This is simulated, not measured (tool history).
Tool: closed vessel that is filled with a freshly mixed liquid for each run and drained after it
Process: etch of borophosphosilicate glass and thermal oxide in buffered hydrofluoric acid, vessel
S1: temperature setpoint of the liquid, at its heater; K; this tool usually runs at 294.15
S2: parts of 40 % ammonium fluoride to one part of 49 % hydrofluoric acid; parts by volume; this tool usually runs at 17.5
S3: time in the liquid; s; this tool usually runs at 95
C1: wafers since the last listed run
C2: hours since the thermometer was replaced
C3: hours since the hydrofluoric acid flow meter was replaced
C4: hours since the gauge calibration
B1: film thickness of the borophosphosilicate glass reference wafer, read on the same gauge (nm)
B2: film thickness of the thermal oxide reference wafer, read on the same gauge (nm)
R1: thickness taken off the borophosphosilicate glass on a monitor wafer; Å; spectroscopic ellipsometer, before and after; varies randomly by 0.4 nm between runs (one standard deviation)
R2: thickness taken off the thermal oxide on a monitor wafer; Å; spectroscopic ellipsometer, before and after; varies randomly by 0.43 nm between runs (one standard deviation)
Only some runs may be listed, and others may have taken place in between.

run,day,S1,S2,S3,C1,C2,C3,C4,B1,B2,R1,R2
1,0,294.15,17.5,95,0,2156.1,409.2,68.8,60.02,150.01,583.6,525
2,1.221,294.15,17.5,95,2207,2185.4,438.5,98.1,59.97,149.98,588.6,523.5
3,2.267,294.15,17.5,95,1890,2210.5,463.6,123.2,59.99,150,593.1,512.1
4,3.371,294.15,17.5,95,1996,2237,490.1,149.7,60,150.01,588.7,519.2
5,4.783,295.15,17.5,65,2553,2270.9,524,183.6,60.02,150.01,427.7,373.4
6,5.833,294.15,17.5,95,1898,2296.1,549.2,208.8,60.01,150,592.4,525.7
7,6.4,294.15,17.5,95,1024,2309.7,562.8,222.4,60,150.02,579.5,522.7
8,7.158,294.15,17.5,95,1370,2327.9,581,240.6,60.03,149.99,588.5,527.8
# day 7.35: thermometer replaced
9,8.071,294.15,17.5,95,1574,17.3,602.9,262.5,60,150.01,595.3,515.6
# day 8.854: hydrofluoric acid flow meter replaced
10,9.462,294.15,17.5,95,2440,50.7,14.6,295.9,60.02,149.97,578.6,522.6
11,10.2,294.15,17.5,95,1333,68.4,32.3,313.6,59.97,150.01,588.7,516.1
# day 11.108: gauge calibrated
12,11.325,294.15,23,95,2033,95.4,59.3,5.2,60,150.01,464.9,423.4
13,12.129,299.15,14,95,1453,114.7,78.6,24.5,60.02,149.98,966.6,856.4

Run 14 is up next; what results do you expect?
14,15.617,294.15,17.5,95,6305,198.4,162.3,108.2,?,?,?,?

{"run 14": {"B1": 59.98, "B2": 150.01, "R1": 584.6, "R2": 521.6}}
Were there no unlogged condition in the tool, this run, its random variation unchanged, would have produced R1 584.6 Å, R2 521.6 Å.
